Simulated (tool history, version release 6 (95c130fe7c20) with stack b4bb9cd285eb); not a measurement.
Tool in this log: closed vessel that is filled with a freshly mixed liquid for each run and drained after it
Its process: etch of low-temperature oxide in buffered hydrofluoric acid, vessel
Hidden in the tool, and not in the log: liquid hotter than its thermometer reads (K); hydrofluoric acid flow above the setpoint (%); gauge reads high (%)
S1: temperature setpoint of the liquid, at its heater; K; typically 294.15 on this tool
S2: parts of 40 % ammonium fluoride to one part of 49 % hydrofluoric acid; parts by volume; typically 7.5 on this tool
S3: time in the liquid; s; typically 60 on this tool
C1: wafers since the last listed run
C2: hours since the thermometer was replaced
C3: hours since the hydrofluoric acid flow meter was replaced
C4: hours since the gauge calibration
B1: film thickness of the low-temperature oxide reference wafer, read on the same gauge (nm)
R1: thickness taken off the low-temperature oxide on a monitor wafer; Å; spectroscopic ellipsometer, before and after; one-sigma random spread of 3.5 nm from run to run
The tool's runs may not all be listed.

| run | day | S1 | S2 | S3 | C1 | C2 | C3 | C4 | B1 | R1 |
|---|---|---|---|---|---|---|---|---|---|---|
| 1 | 0.000 | 294.15 | 7.5 | 40 | 0 | 686.8 | 1562.0 | 327.0 | 136.87 | 3055.1 |
| 2 | 1.338 | 294.15 | 7.5 | 40 | 2709 | 718.9 | 1594.1 | 359.1 | 136.65 | 3044.5 |
| 3 | 2.475 | 294.15 | 7.5 | 70 | 2304 | 746.2 | 1621.4 | 386.4 | 136.48 | 5344.1 |
| 4 | 3.933 | 294.15 | 7.5 | 70 | 2954 | 781.2 | 1656.4 | 421.4 | 136.30 | 5271.8 |
| 5 | 5.867 | 294.15 | 7.5 | 70 | 3917 | 827.6 | 1702.8 | 467.8 | 136.05 | 5265.7 |
| 6 | 8.200 | 294.15 | 7.5 | 60 | 4727 | 883.6 | 1758.8 | 523.8 | 135.84 | 4545.3 |
| 7 | 10.633 | 294.15 | 7.5 | 60 | 4930 | 942.0 | 1817.2 | 582.2 | 135.60 | 4497.6 |
| 8 | 13.296 | 294.15 | 7.5 | 60 | 5394 | 1005.9 | 1881.1 | 646.1 | 135.42 | 4453.7 |
| 9 | 14.429 | 294.15 | 7.5 | 60 | 2296 | 1033.1 | 1908.3 | 673.3 | 135.30 | 4462.7 |
| 10 | 16.608 | 294.15 | 7.5 | 60 | 4415 | 1085.4 | 1960.6 | 725.6 | 135.23 | 4529.8 |
| 11 | 18.904 | 298.65 | 7.5 | 60 | 4651 | 1140.5 | 2015.7 | 780.7 | 135.10 | 5722.1 |
| 12 | 21.388 | 297.65 | 9.5 | 70 | 5031 | 1200.1 | 2075.3 | 840.3 | 134.99 | 5039.5 |
| 13 | 23.871 | 294.15 | 7.5 | 60 | 5031 | 1259.7 | 2134.9 | 899.9 | 134.91 | 4460.4 |
|  | 24.050 | gauge calibrated |
| 14 | 26.233 | 294.15 | 5.0 | 30 | 4786 | 1316.4 | 2191.6 | 52.4 | 139.12 | 3333.4 |
|  | 27.412 | thermometer replaced |
| 15 | 28.975 | 294.15 | 5.5 | 75 | 5470 | 37.5 | 2257.4 | 118.2 | 138.21 | 7588.6 |
|  | 29.804 | hydrofluoric acid flow meter replaced |
| 16 | 31.304 | 298.15 | 7.5 | 90 | 4634 | 93.4 | 36.0 | 174.1 | 137.56 | 8556.2 |
| 17 | 33.729 | 294.15 | 7.5 | 60 | 4913 | 151.6 | 94.2 | 232.3 | 137.00 | 4514.1 |

Run 18 has not been measured yet. What should we expect?
| 18 | 35.512 | 294.15 | 6.5 | 80 | 3613 | 194.4 | 137.0 | 275.1 | ? | ? |

Run 18 gave B1 136.61, R1 6976.1 Å.
Had the tool carried no hidden state, the very same run would have given R1 7149.0 Å.

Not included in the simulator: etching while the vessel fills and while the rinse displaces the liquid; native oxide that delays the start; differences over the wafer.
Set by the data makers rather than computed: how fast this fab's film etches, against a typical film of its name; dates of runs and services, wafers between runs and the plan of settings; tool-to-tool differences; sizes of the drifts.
